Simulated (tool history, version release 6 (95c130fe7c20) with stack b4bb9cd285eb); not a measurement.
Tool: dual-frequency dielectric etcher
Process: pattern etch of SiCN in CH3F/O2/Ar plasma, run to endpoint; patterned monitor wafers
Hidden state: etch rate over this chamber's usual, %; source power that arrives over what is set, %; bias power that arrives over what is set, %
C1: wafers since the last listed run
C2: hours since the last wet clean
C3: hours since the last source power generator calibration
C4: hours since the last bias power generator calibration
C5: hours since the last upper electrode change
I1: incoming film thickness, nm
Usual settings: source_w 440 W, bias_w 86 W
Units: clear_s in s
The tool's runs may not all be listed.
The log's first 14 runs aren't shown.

run 15 hour=366.1 | source_w=440 bias_w=86 | C1=303 C2=287.3 C3=2110.3 C4=255.3 C5=6028.8 | I1=7.27 | clear_s=19.3
run 16 hour=382.7 | source_w=440 bias_w=86 | C1=156 C2=303.9 C3=2126.9 C4=271.9 C5=6045.4 | I1=7.26 | clear_s=19.3
run 17 hour=410.9 | source_w=510 bias_w=65 | C1=266 C2=332.1 C3=2155.1 C4=300.1 C5=6073.6 | I1=7.30 | clear_s=20.2
run 18 hour=431.0 | source_w=340 bias_w=71 | C1=189 C2=352.2 C3=2175.2 C4=320.2 C5=6093.7 | I1=7.28 | clear_s=22.6
run 19 hour=460.8 | source_w=500 bias_w=86 | C1=281 C2=382.0 C3=2205.0 C4=350.0 C5=6123.5 | I1=7.22 | clear_s=18.7
run 20 hour=485.9 | source_w=440 bias_w=86 | C1=237 C2=407.1 C3=2230.1 C4=375.1 C5=6148.6 | I1=7.27 | clear_s=19.5
-- hour=520.9 upper electrode replaced
run 21 hour=521.4 | source_w=440 bias_w=86 | C1=108 C2=442.6 C3=2265.6 C4=410.6 C5=0.5 | I1=7.31 | clear_s=19.8
run 22 hour=534.2 | source_w=440 bias_w=86 | C1=120 C2=455.4 C3=2278.4 C4=423.4 C5=13.3 | I1=7.28 | clear_s=19.7
-- hour=569.7 wet clean of the chamber
run 23 hour=570.2 | source_w=480 bias_w=92 | C1=113 C2=0.5 C3=2314.4 C4=459.4 C5=49.3 | I1=7.25 | clear_s=18.1
run 24 hour=570.5 | source_w=440 bias_w=86 | C1=2 C2=0.8 C3=2314.7 C4=459.7 C5=49.6 | I1=7.28 | clear_s=19.4
-- hour=644.8 source power generator calibrated
run 25 hour=660.3 | source_w=370 bias_w=66 | C1=810 C2=90.6 C3=15.5 C4=549.5 C5=139.4 | I1=7.36 | clear_s=22.2
run 26 hour=677.8 | source_w=380 bias_w=86 | C1=165 C2=108.1 C3=33.0 C4=567.0 C5=156.9 | I1=7.31 | clear_s=20.1
run 27 hour=689.9 | source_w=470 bias_w=79 | C1=114 C2=120.2 C3=45.1 C4=579.1 C5=169.0 | I1=7.36 | clear_s=19.5
run 28 hour=711.1 | source_w=440 bias_w=86 | C1=200 C2=141.4 C3=66.3 C4=600.3 C5=190.2 | I1=7.27 | clear_s=19.2
run 29 hour=737.6 | source_w=440 bias_w=97 | C1=250 C2=167.9 C3=92.8 C4=626.8 C5=216.7 | I1=7.23 | clear_s=18.7
run 30 hour=764.3 | source_w=340 bias_w=100 | C1=252 C2=194.6 C3=119.5 C4=653.5 C5=243.4 | I1=7.29 | clear_s=20.0
run 31 hour=778.4 | source_w=340 bias_w=103 | C1=133 C2=208.7 C3=133.6 C4=667.6 C5=257.5 | I1=7.28 | clear_s=20.1
run 32 hour=809.9 | source_w=400 bias_w=96 | C1=297 C2=240.2 C3=165.1 C4=699.1 C5=289.0 | I1=7.31 | clear_s=19.4
run 33 hour=839.0 | source_w=390 bias_w=100 | C1=274 C2=269.3 C3=194.2 C4=728.2 C5=318.1 | I1=7.31 | clear_s=19.3
run 34 hour=872.2 | source_w=440 bias_w=86 | C1=313 C2=302.5 C3=227.4 C4=761.4 C5=351.3 | I1=7.31 | clear_s=19.5
run 35 hour=889.3 | source_w=400 bias_w=107 | C1=161 C2=319.6 C3=244.5 C4=778.5 C5=368.4 | I1=7.36 | clear_s=18.9
run 36 hour=906.5 | source_w=440 bias_w=86 | C1=162 C2=336.8 C3=261.7 C4=795.7 C5=385.6 | I1=7.32 | clear_s=19.5

Forecast each of these 3 alternatives for the next run:
run A hour=906.9 | source_w=330 bias_w=86 | C1=3 C2=337.2 C3=262.1 C4=796.1 C5=386.0 | I1=7.31 | clear_s=?
run B hour=906.9 | source_w=440 bias_w=104 | C1=3 C2=337.2 C3=262.1 C4=796.1 C5=386.0 | I1=7.31 | clear_s=?
run C hour=906.9 | source_w=380 bias_w=101 | C1=3 C2=337.2 C3=262.1 C4=796.1 C5=386.0 | I1=7.31 | clear_s=?

run=A clear_s=21.4
run=B clear_s=18.5
run=C clear_s=19.5
Without the tool's hidden state the same runs would have given:
run=A clear_s=20.9
run=B clear_s=18.1
run=C clear_s=19.1
